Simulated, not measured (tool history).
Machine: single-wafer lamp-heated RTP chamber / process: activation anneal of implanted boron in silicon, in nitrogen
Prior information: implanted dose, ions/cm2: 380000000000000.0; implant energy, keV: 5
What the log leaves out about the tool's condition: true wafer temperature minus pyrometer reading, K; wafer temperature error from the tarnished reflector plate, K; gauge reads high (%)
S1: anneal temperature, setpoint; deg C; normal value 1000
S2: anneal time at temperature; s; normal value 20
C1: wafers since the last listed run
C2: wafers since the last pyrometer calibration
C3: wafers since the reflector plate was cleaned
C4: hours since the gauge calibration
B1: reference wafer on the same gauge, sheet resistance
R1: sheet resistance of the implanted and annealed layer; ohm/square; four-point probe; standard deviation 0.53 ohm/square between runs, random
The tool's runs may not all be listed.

run     day    S1  S2    C1    C2     C3     C4      B1      R1
  1       0  1017  20     0   558  10398  269.6  347.12  347.11
  2   1.733  1017  20   460  1019  10859  311.2  346.95  346.99
  3   3.846  1000  20   561  1580  11420  361.9  347.15  350.38
  4   5.204  1000  20   361  1941  11781  394.5     347  350.47
  5   8.046   987  16   755  2697  12537  462.7  346.95  355.07
  6  11.038   987  16   795  3492  13332  534.5  346.93  355.95
      11.35  -- gauge calibrated
  7   13.75  1000  20   721  4214  14053   57.6  346.96  349.55
  8  14.808  1000  20   281  4495  14335     83  346.81  348.92
  9  16.125  1000  20   350  4845  14685  114.6  346.99  349.34
     20.721  -- reflector plate cleaned
 10  21.462  1030  11  1330  6175    197  242.7  346.97  347.41
 11  23.158  1018  28   450  6626    647  283.4  347.01  343.36
 12  24.842  1015  17   447  7074   1095  323.8  347.09   347.7
     25.608  -- pyrometer window cleaned and pyrometer calibrated
 13  26.688   980  27   402   286   1497  368.1  346.98  357.24
 14    29.6  1000  20   774  1061   2271    438  347.19  351.01
 15  32.346  1000  20   730  1791   3001  503.9  346.91   350.2
 16  35.079  1019  25   726  2517   3728  569.5  347.07  343.83

Entry by entry between the runs, the difference in hidden state between the last listed run before and the first listed run after:
From run 6 to run 7: gauge calibrated (day 11.35)
  true wafer temperature minus pyrometer reading, K: 8.96 -> 9.58
  measured minus no-state result, R1: -4.03 -> -2.78 ohm/square
From run 9 to run 10: reflector plate cleaned (day 20.721)
  true wafer temperature minus pyrometer reading, K: 10 -> 10.6
  measured minus no-state result, R1: -2.88 -> -1.31 ohm/square
From run 12 to run 13: pyrometer window cleaned and pyrometer calibrated (day 25.608)
  true wafer temperature minus pyrometer reading, K: 10.8 -> 2.91
  measured minus no-state result, R1: -2.08 -> -1.63 ohm/square
